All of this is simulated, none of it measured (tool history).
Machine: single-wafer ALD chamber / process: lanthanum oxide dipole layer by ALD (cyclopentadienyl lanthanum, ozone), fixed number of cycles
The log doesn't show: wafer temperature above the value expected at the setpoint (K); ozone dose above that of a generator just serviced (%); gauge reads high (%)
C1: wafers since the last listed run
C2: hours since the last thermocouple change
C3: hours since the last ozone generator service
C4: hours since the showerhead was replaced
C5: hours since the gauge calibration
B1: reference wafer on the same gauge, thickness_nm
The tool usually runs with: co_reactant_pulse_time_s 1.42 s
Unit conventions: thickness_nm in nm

{"run": 1, "day": 0.0, "co_reactant_pulse_time_s": 1.67, "C1": 0, "C2": 868.2, "C3": 923.8, "C4": 5102.7, "C5": 60, "B1": 0.522, "thickness_nm": 0.494}
{"run": 2, "day": 0.396, "co_reactant_pulse_time_s": 1.67, "C1": 138, "C2": 877.7, "C3": 933.3, "C4": 5112.2, "C5": 69.5, "B1": 0.522, "thickness_nm": 0.494}
{"run": 3, "day": 1.012, "co_reactant_pulse_time_s": 1.42, "C1": 215, "C2": 892.5, "C3": 948.1, "C4": 5127, "C5": 84.3, "B1": 0.522, "thickness_nm": 0.477}
{"run": 4, "day": 1.433, "co_reactant_pulse_time_s": 1.42, "C1": 146, "C2": 902.6, "C3": 958.2, "C4": 5137.1, "C5": 94.4, "B1": 0.522, "thickness_nm": 0.474}
{"run": 5, "day": 1.988, "co_reactant_pulse_time_s": 1.42, "C1": 193, "C2": 915.9, "C3": 971.5, "C4": 5150.4, "C5": 107.7, "B1": 0.522, "thickness_nm": 0.475}
{"run": 6, "day": 2.288, "co_reactant_pulse_time_s": 1.26, "C1": 104, "C2": 923.1, "C3": 978.7, "C4": 5157.6, "C5": 114.9, "B1": 0.522, "thickness_nm": 0.46}
{"run": 7, "day": 3.496, "co_reactant_pulse_time_s": 1.26, "C1": 421, "C2": 952.1, "C3": 1007.7, "C4": 5186.6, "C5": 143.9, "B1": 0.522, "thickness_nm": 0.459}
{"day": 3.646, "done": "gauge calibrated"}
{"run": 8, "day": 3.758, "co_reactant_pulse_time_s": 1.26, "C1": 91, "C2": 958.4, "C3": 1014, "C4": 5192.9, "C5": 2.7, "B1": 0.522, "thickness_nm": 0.459}
{"run": 9, "day": 4.183, "co_reactant_pulse_time_s": 0.98, "C1": 148, "C2": 968.6, "C3": 1024.2, "C4": 5203.1, "C5": 12.9, "B1": 0.522, "thickness_nm": 0.427}
{"run": 10, "day": 4.858, "co_reactant_pulse_time_s": 0.98, "C1": 235, "C2": 984.8, "C3": 1040.4, "C4": 5219.3, "C5": 29.1, "B1": 0.522, "thickness_nm": 0.423}
{"day": 5.321, "done": "thermocouple changed; heater temperature recalibrated"}
{"run": 11, "day": 5.475, "co_reactant_pulse_time_s": 1.42, "C1": 98, "C2": 3.7, "C3": 1055.2, "C4": 5234.1, "C5": 43.9, "B1": 0.522, "thickness_nm": 0.473}
{"run": 12, "day": 5.979, "co_reactant_pulse_time_s": 1.85, "C1": 176, "C2": 15.8, "C3": 1067.3, "C4": 5246.2, "C5": 56, "B1": 0.522, "thickness_nm": 0.498}
{"run": 13, "day": 6.454, "co_reactant_pulse_time_s": 0.89, "C1": 165, "C2": 27.2, "C3": 1078.7, "C4": 5257.6, "C5": 67.4, "B1": 0.522, "thickness_nm": 0.406}
{"run": 14, "day": 7.167, "co_reactant_pulse_time_s": 1.91, "C1": 248, "C2": 44.3, "C3": 1095.8, "C4": 5274.7, "C5": 84.5, "B1": 0.522, "thickness_nm": 0.499}
{"day": 7.629, "done": "showerhead replaced, of another model than before"}
{"run": 15, "day": 7.65, "co_reactant_pulse_time_s": 1.22, "C1": 52, "C2": 55.9, "C3": 1107.4, "C4": 0.5, "C5": 96.1, "B1": 0.522, "thickness_nm": 0.477}
{"run": 16, "day": 7.879, "co_reactant_pulse_time_s": 1.67, "C1": 80, "C2": 61.4, "C3": 1112.9, "C4": 6, "C5": 101.6, "B1": 0.522, "thickness_nm": 0.498}
{"day": 8.542, "done": "ozone generator serviced"}
{"run": 17, "day": 8.562, "co_reactant_pulse_time_s": 1.42, "C1": 122, "C2": 77.8, "C3": 0.5, "C4": 22.4, "C5": 118, "B1": 0.522, "thickness_nm": 0.507}
{"run": 18, "day": 8.971, "co_reactant_pulse_time_s": 1.42, "C1": 142, "C2": 87.6, "C3": 10.3, "C4": 32.2, "C5": 127.8, "B1": 0.522, "thickness_nm": 0.507}
{"day": 9.571, "done": "gauge calibrated"}
{"run": 19, "day": 9.588, "co_reactant_pulse_time_s": 1.13, "C1": 215, "C2": 102.4, "C3": 25.1, "C4": 47, "C5": 0.4, "B1": 0.522, "thickness_nm": 0.494}
{"run": 20, "day": 10.138, "co_reactant_pulse_time_s": 0.94, "C1": 192, "C2": 115.6, "C3": 38.3, "C4": 60.2, "C5": 13.6, "B1": 0.522, "thickness_nm": 0.488}
{"run": 21, "day": 10.638, "co_reactant_pulse_time_s": 1.79, "C1": 174, "C2": 127.6, "C3": 50.3, "C4": 72.2, "C5": 25.6, "B1": 0.522, "thickness_nm": 0.518}
{"run": 22, "day": 11.046, "co_reactant_pulse_time_s": 1.42, "C1": 142, "C2": 137.4, "C3": 60.1, "C4": 82, "C5": 35.4, "B1": 0.522, "thickness_nm": 0.509}

Forecast each of these 5 alternatives for the next run:
{"run": "A", "day": 11.062, "co_reactant_pulse_time_s": 1.42, "C1": 5, "C2": 137.8, "C3": 60.5, "C4": 82.4, "C5": 35.8, "B1": "?", "thickness_nm": "?"}
{"run": "B", "day": 11.062, "co_reactant_pulse_time_s": 0.9, "C1": 5, "C2": 137.8, "C3": 60.5, "C4": 82.4, "C5": 35.8, "B1": "?", "thickness_nm": "?"}
{"run": "C", "day": 11.062, "co_reactant_pulse_time_s": 1.65, "C1": 5, "C2": 137.8, "C3": 60.5, "C4": 82.4, "C5": 35.8, "B1": "?", "thickness_nm": "?"}
{"run": "D", "day": 11.062, "co_reactant_pulse_time_s": 1.93, "C1": 5, "C2": 137.8, "C3": 60.5, "C4": 82.4, "C5": 35.8, "B1": "?", "thickness_nm": "?"}
{"run": "E", "day": 11.062, "co_reactant_pulse_time_s": 1.95, "C1": 5, "C2": 137.8, "C3": 60.5, "C4": 82.4, "C5": 35.8, "B1": "?", "thickness_nm": "?"}

run=A B1=0.522 thickness_nm=0.506
run=B B1=0.522 thickness_nm=0.483
run=C B1=0.522 thickness_nm=0.513
run=D B1=0.522 thickness_nm=0.52
run=E B1=0.522 thickness_nm=0.52
Had the tool no hidden state, the same runs would have come out as:
run=A thickness_nm=0.509
run=B thickness_nm=0.487
run=C thickness_nm=0.516
run=D thickness_nm=0.522
run=E thickness_nm=0.523

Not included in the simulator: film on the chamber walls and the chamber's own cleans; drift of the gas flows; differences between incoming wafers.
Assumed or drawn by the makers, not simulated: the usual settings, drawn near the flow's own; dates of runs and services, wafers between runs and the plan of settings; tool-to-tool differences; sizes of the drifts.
